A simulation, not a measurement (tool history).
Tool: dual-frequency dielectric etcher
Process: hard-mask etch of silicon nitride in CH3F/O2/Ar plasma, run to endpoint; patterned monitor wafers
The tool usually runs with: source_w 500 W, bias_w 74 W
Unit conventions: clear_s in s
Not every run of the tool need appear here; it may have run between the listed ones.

run	day	source_w	bias_w	incoming incoming film thickness, nm	clear_s
1	0.000	500	74	50.6	62.7
2	0.300	500	74	51.3	62.4
3	0.946	500	74	51.0	62.2
4	1.458	500	74	50.1	61.1
# day 2.938: wet clean of the chamber
# day 3.104: source power generator calibrated
# day 3.638: upper electrode replaced
5	3.658	500	74	51.1	62.7
6	3.675	500	74	51.0	63.0
7	3.688	500	74	50.9	62.4
8	3.704	500	74	51.1	63.1
# day 4.204: bias power generator calibrated
9	4.450	610	86	51.4	54.7
10	4.871	580	74	50.6	57.6

Estimate the outcome of run 11 from the log above:
11	5.950	570	90	51.2	?

clear_s: 55.9 s
On a tool with no hidden condition, and with the same random variation, this run would have come out at clear_s 55.9 s.

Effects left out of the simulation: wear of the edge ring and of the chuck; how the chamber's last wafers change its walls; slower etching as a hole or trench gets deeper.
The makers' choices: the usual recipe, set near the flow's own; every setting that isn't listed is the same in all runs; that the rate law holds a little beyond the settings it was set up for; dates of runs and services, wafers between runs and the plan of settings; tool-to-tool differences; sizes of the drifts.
